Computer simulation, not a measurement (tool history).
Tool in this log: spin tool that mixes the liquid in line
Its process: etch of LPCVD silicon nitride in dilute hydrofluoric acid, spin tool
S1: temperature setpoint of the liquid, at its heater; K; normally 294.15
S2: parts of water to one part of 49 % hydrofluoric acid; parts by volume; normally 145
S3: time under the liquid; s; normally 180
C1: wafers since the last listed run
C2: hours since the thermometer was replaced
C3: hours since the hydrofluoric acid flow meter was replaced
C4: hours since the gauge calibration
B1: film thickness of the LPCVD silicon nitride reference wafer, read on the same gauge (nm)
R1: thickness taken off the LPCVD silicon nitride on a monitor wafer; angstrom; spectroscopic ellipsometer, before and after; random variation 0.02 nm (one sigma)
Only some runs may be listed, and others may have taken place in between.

Run 1, hour 0.0: usual settings but S1 296.15 K, S2 200 parts by volume; C1 0; C2 589.5; C3 487.2; C4 179.0; B1 139.968. Result: R1 4.34 angstrom.
Run 2, hour 79.9: usual settings but S1 296.15 K, S2 200 parts by volume; C1 399; C2 669.4; C3 567.1; C4 258.9; B1 140.010. Result: R1 4.51 angstrom.
Run 3, hour 134.7: usual settings but S1 297.65 K, S3 135 s; C1 274; C2 724.2; C3 621.9; C4 313.7; B1 139.973. Result: R1 5.26 angstrom.
Run 4, hour 187.0: usual settings but S1 297.65 K, S3 135 s; C1 261; C2 776.5; C3 674.2; C4 366.0; B1 140.004. Result: R1 5.20 angstrom.
Run 5, hour 265.7: usual settings; C1 393; C2 855.2; C3 752.9; C4 444.7; B1 139.972. Result: R1 5.40 angstrom.
At hour 296.4: hydrofluoric acid flow meter replaced.
Run 6, hour 336.4: usual settings; C1 348; C2 925.9; C3 40.0; C4 515.4; B1 139.987. Result: R1 5.61 angstrom.
Run 7, hour 374.8: usual settings; C1 192; C2 964.3; C3 78.4; C4 553.8; B1 140.022. Result: R1 5.48 angstrom.
Run 8, hour 476.3: usual settings; C1 508; C2 1065.8; C3 179.9; C4 655.3; B1 140.025. Result: R1 5.77 angstrom.
Run 9, hour 517.5: usual settings; C1 206; C2 1107.0; C3 221.1; C4 696.5; B1 140.022. Result: R1 5.36 angstrom.
Run 10, hour 652.5: usual settings; C1 675; C2 1242.0; C3 356.1; C4 831.5; B1 140.005. Result: R1 6.07 angstrom.
Run 11, hour 750.0: usual settings but S1 296.15 K; C1 488; C2 1339.5; C3 453.6; C4 929.0; B1 140.041. Result: R1 6.45 angstrom.
Run 12, hour 835.4: usual settings; C1 427; C2 1424.9; C3 539.0; C4 1014.4; B1 140.003. Result: R1 5.77 angstrom.
Run 13, hour 877.2: usual settings; C1 209; C2 1466.7; C3 580.8; C4 1056.2; B1 140.014. Result: R1 5.81 angstrom.
Run 14, hour 934.8: usual settings; C1 288; C2 1524.3; C3 638.4; C4 1113.8; B1 140.002. Result: R1 5.29 angstrom.
Run 15, hour 985.1: usual settings; C1 251; C2 1574.6; C3 688.7; C4 1164.1; B1 140.037. Result: R1 5.98 angstrom.
At hour 1127.1: hydrofluoric acid flow meter replaced.
Run 16, hour 1201.9: usual settings; C1 1080; C2 1791.4; C3 74.8; C4 1380.9; B1 139.992. Result: R1 6.43 angstrom.
Run 17, hour 1238.3: usual settings but S1 292.65 K, S2 85 parts by volume, S3 140 s; C1 182; C2 1827.8; C3 111.2; C4 1417.3; B1 139.987. Result: R1 6.97 angstrom.
Run 18, hour 1285.9: usual settings but S1 296.65 K, S2 180 parts by volume, S3 270 s; C1 238; C2 1875.4; C3 158.8; C4 1464.9; B1 140.024. Result: R1 7.94 angstrom.
Run 19, hour 1383.1: usual settings; C1 486; C2 1972.6; C3 256.0; C4 1562.1; B1 140.016. Result: R1 5.93 angstrom.
Run 20, hour 1469.1: usual settings; C1 430; C2 2058.6; C3 342.0; C4 1648.1; B1 140.016. Result: R1 6.26 angstrom.
Run 21, hour 1561.3: usual settings but S1 296.15 K, S2 125 parts by volume, S3 235 s; C1 461; C2 2150.8; C3 434.2; C4 1740.3; B1 140.014. Result: R1 10.55 angstrom.
Run 22, hour 1597.5: usual settings but S1 290.15 K, S2 95 parts by volume, S3 145 s; C1 181; C2 2187.0; C3 470.4; C4 1776.5; B1 140.032. Result: R1 5.94 angstrom.
Run 23, hour 1657.1: usual settings but S2 85 parts by volume, S3 140 s; C1 298; C2 2246.6; C3 530.0; C4 1836.1; B1 140.005. Result: R1 8.10 angstrom.
At hour 1716.1: thermometer replaced.
Run 24, hour 1883.0: usual settings; C1 1125; C2 166.9; C3 755.9; C4 2062.0; B1 139.995. Result: R1 5.08 angstrom.
At hour 1910.9: gauge calibrated.
Run 25, hour 1947.4: usual settings but S2 180 parts by volume, S3 125 s; C1 322; C2 231.3; C3 820.3; C4 36.5; B1 139.995. Result: R1 2.94 angstrom.
At hour 1963.3: hydrofluoric acid flow meter replaced.
Run 26, hour 2230.2: usual settings but S1 290.15 K, S3 120 s; C1 1410; C2 514.1; C3 266.9; C4 319.3; B1 139.992. Result: R1 2.67 angstrom.
Run 27, hour 2322.0: usual settings; C1 459; C2 605.9; C3 358.7; C4 411.1; B1 139.996. Result: R1 4.95 angstrom.
Run 28, hour 2428.5: usual settings but S1 290.65 K, S2 205 parts by volume, S3 220 s; C1 533; C2 712.4; C3 465.2; C4 517.6; B1 139.978. Result: R1 3.81 angstrom.
Run 29, hour 2527.6: usual settings but S1 298.65 K, S2 200 parts by volume, S3 90 s; C1 496; C2 811.5; C3 564.3; C4 616.7; B1 139.999. Result: R1 2.45 angstrom.
Run 30, hour 2625.3: usual settings but S1 295.65 K, S2 105 parts by volume; C1 489; C2 909.2; C3 662.0; C4 714.4; B1 140.030. Result: R1 8.54 angstrom.
At hour 2673.3: hydrofluoric acid flow meter replaced.
Run 31, hour 2707.3: usual settings but S1 292.65 K, S2 180 parts by volume; C1 405; C2 991.2; C3 34.0; C4 796.4; B1 139.995. Result: R1 4.34 angstrom.
Run 32, hour 2800.9: usual settings but S2 185 parts by volume, S3 290 s; C1 468; C2 1084.8; C3 127.6; C4 890.0; B1 139.966. Result: R1 6.85 angstrom.

Forecast each of these 4 alternatives for the next run:
Run A, hour 2801.4: usual settings but S3 235 s; C1 2; C2 1085.3; C3 128.1; C4 890.5; B1 ?. Result: R1 ?.
Run B, hour 2801.4: usual settings but S1 292.65 K, S2 215 parts by volume, S3 135 s; C1 2; C2 1085.3; C3 128.1; C4 890.5; B1 ?. Result: R1 ?.
Run C, hour 2801.4: usual settings but S2 110 parts by volume, S3 235 s; C1 2; C2 1085.3; C3 128.1; C4 890.5; B1 ?. Result: R1 ?.
Run D, hour 2801.4: usual settings but S2 75 parts by volume; C1 2; C2 1085.3; C3 128.1; C4 890.5; B1 ?. Result: R1 ?.

run       B1     R1
  A  140.010   7.87
  B  140.010   2.79
  C  140.010  10.32
  D  140.010  11.52
Had the tool no hidden state, the same runs would have come out as:
run     R1
  A   7.09
  B   2.52
  C   9.29
  D  10.36
